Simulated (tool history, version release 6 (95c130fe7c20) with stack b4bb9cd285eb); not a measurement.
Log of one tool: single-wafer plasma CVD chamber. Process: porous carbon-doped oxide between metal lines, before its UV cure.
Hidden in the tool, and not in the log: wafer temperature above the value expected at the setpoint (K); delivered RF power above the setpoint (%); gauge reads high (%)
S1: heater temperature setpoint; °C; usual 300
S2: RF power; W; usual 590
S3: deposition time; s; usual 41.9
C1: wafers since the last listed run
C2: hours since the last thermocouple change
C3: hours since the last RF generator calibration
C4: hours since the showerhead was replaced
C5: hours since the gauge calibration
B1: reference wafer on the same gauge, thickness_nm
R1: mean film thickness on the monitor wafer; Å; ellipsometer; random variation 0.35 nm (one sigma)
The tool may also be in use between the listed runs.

run	hour	S1	S2	S3	C1	C2	C3	C4	C5	B1	R1
1	0.0	309	590	41.9	0	1936.6	1300.8	6915.5	44.3	187.963	2122.48
2	24.7	309	590	41.9	645	1961.3	1325.5	6940.2	69.0	187.952	2119.10
3	53.8	309	590	41.9	760	1990.4	1354.6	6969.3	98.1	187.953	2116.51
4	86.7	300	665	41.9	860	2023.3	1387.5	7002.2	131.0	188.192	2305.80
5	113.2	300	665	41.9	692	2049.8	1414.0	7028.7	157.5	188.093	2298.00
# hour 150.9: RF generator calibrated
6	158.4	300	590	41.9	972	2095.0	7.5	7073.9	202.7	188.004	2268.20
# hour 174.3: showerhead replaced
7	177.5	300	590	41.9	290	2114.1	26.6	3.2	221.8	187.892	2260.83
# hour 183.8: gauge calibrated
8	192.7	300	590	41.9	397	2129.3	41.8	18.4	8.9	187.957	2269.58
# hour 204.3: thermocouple changed; heater temperature recalibrated
9	224.9	300	590	37.0	632	20.6	74.0	50.6	41.1	188.048	2074.42
10	257.0	288	590	41.9	839	52.7	106.1	82.7	73.2	188.075	2495.77
11	281.3	300	650	37.0	635	77.0	130.4	107.0	97.5	187.913	2140.86
12	313.0	300	590	41.9	828	108.7	162.1	138.7	129.2	187.921	2326.58
13	340.0	287	685	48.0	706	135.7	189.1	165.7	156.2	188.096	3003.12
# hour 373.6: gauge calibrated
14	375.0	288	545	44.8	915	170.7	224.1	200.7	1.4	187.860	2582.69
15	404.8	313	590	41.9	779	200.5	253.9	230.5	31.2	187.911	2178.12
16	428.1	300	590	41.9	609	223.8	277.2	253.8	54.5	188.040	2315.65

5 ways to go on from here, each from the tool as it stands after run 16. What would each give?
A	428.5	300	590	41.9	10	224.2	277.6	254.2	54.9	?	?
B	428.5	306	530	41.9	10	224.2	277.6	254.2	54.9	?	?
C	428.5	300	490	41.9	10	224.2	277.6	254.2	54.9	?	?
D	428.5	295	590	41.9	10	224.2	277.6	254.2	54.9	?	?
E	428.5	310	705	38.8	10	224.2	277.6	254.2	54.9	?	?

run	B1	R1
A	187.981	2318.95
B	187.981	2172.99
C	187.981	2187.95
D	187.981	2381.63
E	187.981	2172.36
Without the tool's hidden state the same runs would have given:
run	R1
A	2337.63
B	2190.19
C	2205.62
D	2401.48
E	2189.21
